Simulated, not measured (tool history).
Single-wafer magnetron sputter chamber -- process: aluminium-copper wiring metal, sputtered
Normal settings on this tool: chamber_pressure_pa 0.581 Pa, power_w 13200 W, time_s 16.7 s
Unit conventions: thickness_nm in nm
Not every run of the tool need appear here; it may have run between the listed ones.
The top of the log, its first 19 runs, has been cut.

run    hour  chamber_pressure_pa  power_w  time_s  read-back reference wafer on the same gauge, thickness_nm  thickness_nm
 20   939.0                0.581    12050    16.7                                                    305.098       322.848
 21   988.5                0.581    13200    16.7                                                    304.841       342.057
     1027.6  -- magnet pack replaced
 22  1058.1                0.805    15950    18.0                                                    305.006       378.630
 23  1094.7                0.581    13200    16.7                                                    304.901       341.809
 24  1139.0                0.360    16300    18.7                                                    305.168       479.575
     1147.2  -- capacitance manometer re-zeroed and calibrated
     1163.0  -- sputter target and shields replaced
 25  1163.4                0.581    13200    18.6                                                    305.003       381.016
 26  1198.6                0.645    13200    13.6                                                    304.726       271.079
 27  1253.9                0.711    13200    16.7                                                    304.958       321.140
 28  1316.1                0.750    15650    19.8                                                    305.077       418.909
 29  1362.8                0.353    16200    15.7                                                    305.039       402.096
 30  1412.8                0.801    10050    16.7                                                    304.953       269.602
 31  1454.2                0.490    14300    14.0                                                    304.967       311.265
 32  1483.0                0.730    13200    14.3                                                    304.798       274.913
 33  1507.3                0.581    13200    16.7                                                    304.939       341.106
     1550.1  -- sputter target and shields replaced
 34  1555.0                0.581    15000    16.7                                                    304.960       370.202

Alternative continuations, all from the tool just after run 34; predict every row:
  A  1555.4                0.581    10400    16.7                                                          ?             ?
  B  1555.4                0.458    13200    15.8                                                          ?             ?
  C  1555.4                0.642    15950    15.2                                                          ?             ?
  D  1555.4                0.581    13200    18.8                                                          ?             ?

run  read-back reference wafer on the same gauge, thickness_nm  thickness_nm
  A                                                    305.101       297.144
  B                                                    305.101       338.485
  C                                                    305.101       338.418
  D                                                    305.101       382.347
Without the tool's hidden state the same runs would have given:
run  thickness_nm
  A       297.144
  B       338.485
  C       338.418
  D       382.347

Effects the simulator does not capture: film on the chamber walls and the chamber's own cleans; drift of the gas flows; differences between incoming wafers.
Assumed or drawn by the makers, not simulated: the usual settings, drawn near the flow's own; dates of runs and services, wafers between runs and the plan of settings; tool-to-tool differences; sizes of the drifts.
